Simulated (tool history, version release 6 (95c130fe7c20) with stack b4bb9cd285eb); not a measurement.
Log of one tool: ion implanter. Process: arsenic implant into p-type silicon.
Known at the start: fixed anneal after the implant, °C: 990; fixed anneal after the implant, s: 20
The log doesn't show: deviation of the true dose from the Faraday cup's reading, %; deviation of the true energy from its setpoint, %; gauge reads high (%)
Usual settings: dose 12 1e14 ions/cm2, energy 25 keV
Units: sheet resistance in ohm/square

run    day   dose  energy  wafers since the last listed run  hours since the last dose calibration  hours since the extraction supply was calibrated  hours since the gauge calibration  read-back reference wafer on the same gauge, sheet resistance  sheet resistance
  1      0     12      25                                 0                                  918.8                                              6796                               68.8                                                         112.95             122.6
  2  0.446     12      25                               160                                  929.5                                            6806.7                               79.5                                                         113.02            122.95
  3  0.871   9.26      25                               152                                  939.7                                            6816.9                               89.7                                                            113            139.85
  4  1.421   9.26      25                               197                                  952.9                                            6830.1                              102.9                                                         113.07            139.65
  5  1.838     12      25                               149                                  962.9                                            6840.1                              112.9                                                         113.02            122.57
      2.75  -- extraction supply calibrated
  6  3.004     12      25                               299                                  990.9                                               6.1                              140.9                                                         112.99            122.65
  7  3.408     12      25                               145                                 1000.6                                              15.8                              150.6                                                         113.02            122.82
     3.588  -- gauge calibrated
  8  4.017     12      25                               218                                 1015.2                                              30.4                               10.3                                                         112.97            122.73
  9  4.662  15.35      33                               231                                 1030.7                                              45.9                               25.8                                                         113.02            101.04
 10  5.025  10.86    30.5                               130                                 1039.4                                              54.6                               34.5                                                            113            120.41
 11  5.383     12      25                               128                                   1048                                              63.2                               43.1                                                         113.07            122.68
 12  5.933  13.29    18.5                               197                                 1061.2                                              76.4                               56.3                                                         112.98            132.02
     6.596  -- Faraday cup replaced and dose calibrated
 13  6.617  10.71    31.5                               125                                    0.5                                              92.8                               72.7                                                         113.05            120.59
 14  6.792  10.59      25                                62                                    4.7                                                97                               76.9                                                         112.95            130.08
 15  7.542   8.92      18                               269                                   22.7                                               115                               94.9                                                         112.96            155.54
 16  8.279  14.83      17                               264                                   40.4                                             132.7                              112.6                                                         112.99            132.01

The tool's hidden state at each run:
deviation of the true dose from the Faraday cup's reading, %: 0 in every run
deviation of the true energy from its setpoint, %: 0 in every run
gauge reads high (%): 0 in every run

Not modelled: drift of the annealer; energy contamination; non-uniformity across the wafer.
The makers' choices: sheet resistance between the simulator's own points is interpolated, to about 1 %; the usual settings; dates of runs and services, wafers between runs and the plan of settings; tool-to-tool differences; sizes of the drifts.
